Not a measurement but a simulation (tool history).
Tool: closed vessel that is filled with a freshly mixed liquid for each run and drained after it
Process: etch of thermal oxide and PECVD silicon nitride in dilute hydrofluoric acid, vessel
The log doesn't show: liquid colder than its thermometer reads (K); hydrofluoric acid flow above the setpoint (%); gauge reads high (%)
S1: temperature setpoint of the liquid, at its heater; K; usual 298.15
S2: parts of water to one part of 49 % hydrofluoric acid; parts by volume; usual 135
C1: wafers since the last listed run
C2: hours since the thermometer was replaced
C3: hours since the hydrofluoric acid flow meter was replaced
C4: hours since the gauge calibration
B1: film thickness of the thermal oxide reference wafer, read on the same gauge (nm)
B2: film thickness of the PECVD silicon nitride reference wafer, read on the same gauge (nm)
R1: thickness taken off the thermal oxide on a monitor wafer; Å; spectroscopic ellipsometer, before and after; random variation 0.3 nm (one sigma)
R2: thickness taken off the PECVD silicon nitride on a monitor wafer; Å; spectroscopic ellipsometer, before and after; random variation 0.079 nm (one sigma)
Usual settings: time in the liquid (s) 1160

Run 1, day 0: usual settings; C1 0; C2 1163.6; C3 423.7; C4 2428.5; B1 79.98; B2 90.01. Result: R1 351.1 Å, R2 182.4 Å.
Run 2, day 3.604: usual settings but time in the liquid (s) 970; C1 4512; C2 1250.1; C3 510.2; C4 2515; B1 80.04; B2 89.99. Result: R1 294.3 Å, R2 151.4 Å.
Run 3, day 6.683: usual settings but time in the liquid (s) 970; C1 3855; C2 1324; C3 584.1; C4 2588.9; B1 79.98; B2 90.01. Result: R1 290.1 Å, R2 150 Å.
Run 4, day 8.817: usual settings but S2 120 parts by volume; C1 2670; C2 1375.2; C3 635.3; C4 2640.1; B1 79.98; B2 90. Result: R1 399.6 Å, R2 203.3 Å.
Run 5, day 10.742: usual settings but S2 120 parts by volume; C1 2410; C2 1421.4; C3 681.5; C4 2686.3; B1 79.97; B2 90.02. Result: R1 400.3 Å, R2 201.5 Å.
Run 6, day 12.271: usual settings but S2 120 parts by volume; C1 1914; C2 1458.1; C3 718.2; C4 2723; B1 80.01; B2 89.96. Result: R1 398.3 Å, R2 200.9 Å.
Run 7, day 15.254: usual settings; C1 3735; C2 1529.7; C3 789.8; C4 2794.6; B1 80; B2 90.02. Result: R1 346.3 Å, R2 176.7 Å.
Run 8, day 17.692: usual settings but S2 165 parts by volume, time in the liquid (s) 1670; C1 3051; C2 1588.2; C3 848.3; C4 2853.1; B1 79.99; B2 90.01. Result: R1 391.7 Å, R2 208.4 Å.
At day 22.45: gauge calibrated.
Run 9, day 25.217: usual settings but S2 70 parts by volume, time in the liquid (s) 720; C1 9421; C2 1768.8; C3 1028.9; C4 66.4; B1 80; B2 90.03. Result: R1 442.4 Å, R2 205.4 Å.
Run 10, day 27.871: usual settings but S2 200 parts by volume; C1 3322; C2 1832.5; C3 1092.6; C4 130.1; B1 80.01; B2 90.01. Result: R1 214.6 Å, R2 117.3 Å.
Run 11, day 31.754: usual settings but time in the liquid (s) 675; C1 4861; C2 1925.7; C3 1185.8; C4 223.3; B1 80.01; B2 90.02. Result: R1 197.5 Å, R2 100.5 Å.
At day 33.262: hydrofluoric acid flow meter replaced.
Run 12, day 33.754: usual settings but S1 302.15 K; C1 2451; C2 1973.7; C3 11.8; C4 271.3; B1 80.02; B2 89.99. Result: R1 397.6 Å, R2 221.9 Å.
At day 35.788: thermometer replaced.
Run 13, day 35.992: usual settings but S1 301.65 K, S2 195 parts by volume, time in the liquid (s) 1725; C1 2749; C2 4.9; C3 65.5; C4 325; B1 80.04; B2 89.97. Result: R1 405.3 Å, R2 254.4 Å.
Run 14, day 39.762: usual settings but S1 293.15 K, S2 110 parts by volume; C1 4720; C2 95.4; C3 156; C4 415.5; B1 79.99; B2 90.01. Result: R1 380.8 Å, R2 172.4 Å.
Run 15, day 43.121: usual settings but S2 70 parts by volume, time in the liquid (s) 720; C1 4204; C2 176; C3 236.6; C4 496.1; B1 80; B2 90.01. Result: R1 476.1 Å, R2 231.7 Å.
Run 16, day 44.75: usual settings but S2 70 parts by volume, time in the liquid (s) 1450; C1 2039; C2 215.1; C3 275.7; C4 535.2; B1 80.02; B2 89.99. Result: R1 952.6 Å, R2 467.7 Å.
Run 17, day 47.771: usual settings but S2 75 parts by volume; C1 3781; C2 287.6; C3 348.2; C4 607.7; B1 80; B2 90.02. Result: R1 708.6 Å, R2 347.9 Å.
Run 18, day 50.967: usual settings but S2 95 parts by volume, time in the liquid (s) 475; C1 4001; C2 364.3; C3 424.9; C4 684.4; B1 80; B2 90.02. Result: R1 224.6 Å, R2 112.1 Å.
Run 19, day 61.329: usual settings but S1 296.15 K, S2 185 parts by volume; C1 12973; C2 613; C3 673.6; C4 933.1; B1 80.01; B2 89.98. Result: R1 229.2 Å, R2 121.4 Å.
Run 20, day 64.292: usual settings but S2 85 parts by volume; C1 3708; C2 684.1; C3 744.7; C4 1004.2; B1 80; B2 89.99. Result: R1 602.1 Å, R2 294.3 Å.
Run 21, day 68.221: usual settings but S1 301.65 K, S2 195 parts by volume, time in the liquid (s) 1725; C1 4919; C2 778.4; C3 839; C4 1098.5; B1 79.99; B2 90. Result: R1 393.7 Å, R2 240.6 Å.
Run 22, day 74.079: usual settings but S1 300.65 K; C1 7334; C2 919; C3 979.6; C4 1239.1; B1 79.99; B2 90.01. Result: R1 392.1 Å, R2 217.4 Å.
Run 23, day 78.042: usual settings but S2 185 parts by volume; C1 4960; C2 1014.1; C3 1074.7; C4 1334.2; B1 80; B2 89.99. Result: R1 243.9 Å, R2 134.1 Å.
Run 24, day 81.279: usual settings but S1 301.65 K, time in the liquid (s) 1790; C1 4053; C2 1091.8; C3 1152.4; C4 1411.9; B1 79.99; B2 89.98. Result: R1 621.5 Å, R2 351.3 Å.

Forecast each of these 5 alternatives for the next run:
Run A, day 81.321: usual settings; C1 52; C2 1092.8; C3 1153.4; C4 1412.9; B1 ?; B2 ?. Result: R1 ?, R2 ?.
Run B, day 81.321: usual settings but time in the liquid (s) 635; C1 52; C2 1092.8; C3 1153.4; C4 1412.9; B1 ?; B2 ?. Result: R1 ?, R2 ?.
Run C, day 81.321: usual settings but S1 302.15 K, S2 180 parts by volume; C1 52; C2 1092.8; C3 1153.4; C4 1412.9; B1 ?; B2 ?. Result: R1 ?, R2 ?.
Run D, day 81.321: usual settings but S2 110 parts by volume, time in the liquid (s) 465; C1 52; C2 1092.8; C3 1153.4; C4 1412.9; B1 ?; B2 ?. Result: R1 ?, R2 ?.
Run E, day 81.321: usual settings but S1 295.15 K, S2 180 parts by volume; C1 52; C2 1092.8; C3 1153.4; C4 1412.9; B1 ?; B2 ?. Result: R1 ?, R2 ?.

run  B1  B2     R1     R2
  A  80  90  354.1  182.5
  B  80  90  193.8   99.9
  C  80  90  292.7  176.7
  D  80  90  179.4   89.5
  E  80  90  225.1  113.1
Without the tool's hidden state the same runs would have given:
run     R1     R2
  A  376.8  202.6
  B  206.3  110.9
  C  310.1  195.1
  D  191.1   99.5
  E  239.6  125.6

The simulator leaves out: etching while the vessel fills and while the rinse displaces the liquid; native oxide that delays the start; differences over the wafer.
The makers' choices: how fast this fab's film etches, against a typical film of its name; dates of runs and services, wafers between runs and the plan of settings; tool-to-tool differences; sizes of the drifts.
